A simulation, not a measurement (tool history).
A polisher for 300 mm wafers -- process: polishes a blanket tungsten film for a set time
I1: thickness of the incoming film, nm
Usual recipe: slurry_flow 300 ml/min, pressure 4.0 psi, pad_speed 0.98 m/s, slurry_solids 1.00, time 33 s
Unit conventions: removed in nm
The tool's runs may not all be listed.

run 1 hour=0.0 | slurry_flow=300 pressure=4.0 pad_speed=0.98 slurry_solids=1.00 time=33 | I1=1592.8 | removed=127.2
run 2 hour=7.1 | slurry_flow=300 pressure=4.0 pad_speed=0.98 slurry_solids=1.00 time=33 | I1=1571.2 | removed=129.1
run 3 hour=14.8 | slurry_flow=300 pressure=4.0 pad_speed=0.98 slurry_solids=1.00 time=33 | I1=1589.1 | removed=126.1
run 4 hour=24.4 | slurry_flow=300 pressure=4.0 pad_speed=0.98 slurry_solids=1.00 time=33 | I1=1548.8 | removed=127.6
-- hour=32.8 slurry blender recalibrated
-- hour=37.5 worn pad replaced by a new one
run 5 hour=40.0 | slurry_flow=300 pressure=4.0 pad_speed=0.98 slurry_solids=1.00 time=33 | I1=1552.3 | removed=126.5
run 6 hour=53.2 | slurry_flow=300 pressure=4.0 pad_speed=0.98 slurry_solids=1.00 time=33 | I1=1554.5 | removed=126.3
run 7 hour=67.4 | slurry_flow=300 pressure=4.0 pad_speed=0.98 slurry_solids=1.00 time=33 | I1=1563.3 | removed=124.7
run 8 hour=77.0 | slurry_flow=300 pressure=3.7 pad_speed=1.20 slurry_solids=1.00 time=33 | I1=1554.9 | removed=132.8
-- hour=93.3 head pressure recalibrated
run 9 hour=95.0 | slurry_flow=300 pressure=3.7 pad_speed=1.20 slurry_solids=1.00 time=33 | I1=1552.2 | removed=132.8
run 10 hour=108.4 | slurry_flow=380 pressure=4.0 pad_speed=0.98 slurry_solids=1.00 time=25 | I1=1550.4 | removed=98.0
-- hour=115.2 worn pad replaced by a new one
run 11 hour=115.7 | slurry_flow=300 pressure=4.0 pad_speed=0.98 slurry_solids=1.10 time=33 | I1=1550.1 | removed=126.9
run 12 hour=129.1 | slurry_flow=270 pressure=3.2 pad_speed=0.98 slurry_solids=1.00 time=23 | I1=1561.4 | removed=67.7
-- hour=134.8 slurry blender recalibrated
run 13 hour=136.8 | slurry_flow=300 pressure=4.0 pad_speed=0.98 slurry_solids=1.00 time=27 | I1=1567.4 | removed=100.3
run 14 hour=152.1 | slurry_flow=300 pressure=4.0 pad_speed=0.98 slurry_solids=1.00 time=33 | I1=1581.8 | removed=118.7
run 15 hour=163.8 | slurry_flow=300 pressure=3.1 pad_speed=0.68 slurry_solids=0.75 time=40 | I1=1565.3 | removed=83.2
run 16 hour=173.6 | slurry_flow=300 pressure=4.0 pad_speed=0.98 slurry_solids=1.00 time=27 | I1=1551.0 | removed=96.9
run 17 hour=183.9 | slurry_flow=300 pressure=3.5 pad_speed=0.98 slurry_solids=1.00 time=33 | I1=1544.4 | removed=105.1
-- hour=186.9 slurry nozzle cleaned
-- hour=193.4 worn pad replaced by a new one
run 18 hour=199.4 | slurry_flow=300 pressure=4.0 pad_speed=0.98 slurry_solids=1.00 time=27 | I1=1586.0 | removed=111.7
-- hour=203.5 slurry tank refilled with fresh slurry and peroxide
run 19 hour=207.7 | slurry_flow=300 pressure=4.0 pad_speed=0.98 slurry_solids=1.00 time=33 | I1=1536.0 | removed=136.9
run 20 hour=217.1 | slurry_flow=365 pressure=4.0 pad_speed=0.68 slurry_solids=1.00 time=33 | I1=1570.0 | removed=107.7
run 21 hour=232.0 | slurry_flow=300 pressure=4.6 pad_speed=0.98 slurry_solids=1.00 time=33 | I1=1549.2 | removed=159.6
-- hour=243.1 slurry blender recalibrated
run 22 hour=243.8 | slurry_flow=300 pressure=3.2 pad_speed=0.98 slurry_solids=0.70 time=33 | I1=1560.8 | removed=101.3
run 23 hour=254.7 | slurry_flow=300 pressure=4.0 pad_speed=1.26 slurry_solids=0.70 time=33 | I1=1547.5 | removed=152.8
run 24 hour=269.2 | slurry_flow=300 pressure=4.0 pad_speed=0.98 slurry_solids=1.00 time=33 | I1=1548.5 | removed=135.0
-- hour=281.4 worn pad replaced by a new one
run 25 hour=309.9 | slurry_flow=300 pressure=2.8 pad_speed=0.98 slurry_solids=0.70 time=33 | I1=1574.1 | removed=88.3
run 26 hour=324.4 | slurry_flow=405 pressure=4.0 pad_speed=0.98 slurry_solids=1.25 time=33 | I1=1532.9 | removed=148.6

Branching from run 26: 4 alternative next runs. What would each branch give?
run A hour=324.8 | slurry_flow=300 pressure=4.0 pad_speed=0.98 slurry_solids=1.00 time=33 | I1=1577.5 | removed=?
run B hour=324.8 | slurry_flow=300 pressure=4.0 pad_speed=1.30 slurry_solids=1.00 time=42 | I1=1577.5 | removed=?
run C hour=324.8 | slurry_flow=205 pressure=4.0 pad_speed=0.82 slurry_solids=1.00 time=29 | I1=1577.5 | removed=?
run D hour=324.8 | slurry_flow=300 pressure=5.0 pad_speed=0.68 slurry_solids=1.00 time=33 | I1=1577.5 | removed=?

run=A removed=136.6
run=B removed=214.2
run=C removed=101.1
run=D removed=133.7
Without the tool's unlogged condition, the same runs would have read:
run=A removed=137.0
run=B removed=214.8
run=C removed=101.5
run=D removed=134.0

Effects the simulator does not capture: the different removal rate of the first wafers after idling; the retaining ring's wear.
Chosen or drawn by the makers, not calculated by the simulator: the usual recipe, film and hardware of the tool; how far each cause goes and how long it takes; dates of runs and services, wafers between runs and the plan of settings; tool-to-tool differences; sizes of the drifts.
